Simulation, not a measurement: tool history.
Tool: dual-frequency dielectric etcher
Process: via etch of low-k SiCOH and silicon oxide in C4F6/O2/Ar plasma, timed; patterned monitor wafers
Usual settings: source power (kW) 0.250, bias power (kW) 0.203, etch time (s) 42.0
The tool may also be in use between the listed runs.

run   hour  source power (kW)  bias power (kW)  etch time (s)  read-back reference wafer on the same gauge, depth_nm  mean etch depth across the wafer (nm)
  1    0.0              0.250            0.203           42.0                                                   93.8                                   80.1
  2   33.2              0.250            0.233           42.0                                                   93.8                                   84.7
  3   61.1              0.250            0.233           42.0                                                   93.7                                   85.3
  4   82.3              0.250            0.225           42.0                                                   93.9                                   84.5
  5  114.1              0.250            0.225           42.0                                                   93.8                                   86.0
  6  147.0              0.230            0.203           42.0                                                   93.7                                   80.0
  7  202.3              0.230            0.203           42.0                                                   93.9                                   80.8
     224.7  -- bias power generator calibrated
  8  225.2              0.230            0.203           42.0                                                   93.9                                   81.2
     251.7  -- wet clean of the chamber
  9  252.2              0.250            0.203           42.0                                                   93.8                                   81.9
     265.5  -- source power generator calibrated
     313.4  -- upper electrode replaced
 10  335.6              0.250            0.203           42.0                                                   93.8                                   82.6
 11  364.3              0.250            0.224           51.5                                                   93.9                                  105.2
 12  380.2              0.290            0.172           49.0                                                   93.7                                   93.9
 13  406.1              0.250            0.203           42.0                                                   93.8                                   83.0
     410.1  -- gauge calibrated
 14  421.5              0.230            0.174           50.0                                                   93.8                                   89.3
 15  503.1              0.250            0.172           42.0                                                   93.8                                   78.7
 16  530.8              0.310            0.237           33.0                                                   93.9                                   76.0
 17  557.0              0.250            0.227           42.0                                                   93.7                                   89.0
 18  591.5              0.250            0.233           42.0                                                   93.8                                   91.0
     622.3  -- wet clean of the chamber
 19  622.8              0.250            0.169           42.0                                                   93.8                                   74.7
 20  628.7              0.200            0.203           51.5                                                   93.7                                   91.4
 21  655.3              0.250            0.220           36.0                                                   93.8                                   71.1

The same runs without the tool's hidden state, with the same run-to-run variation:
The hidden state here: etch rate over this chamber's usual, %; source power that arrives over what is set, %; bias power that arrives over what is set, %; gauge reads high (%).
run  mean etch depth across the wafer (nm)
  1                                   80.3
  2                                   84.4
  3                                   84.7
  4                                   83.7
  5                                   84.8
  6                                   78.6
  7                                   78.8
  8                                   78.9
  9                                   81.0
 10                                   80.8
 11                                  102.5
 12                                   91.3
 13                                   80.4
 14                                   86.3
 15                                   75.2
 16                                   72.4
 17                                   84.4
 18                                   86.0
 19                                   74.9
 20                                   91.5
 21                                   71.0
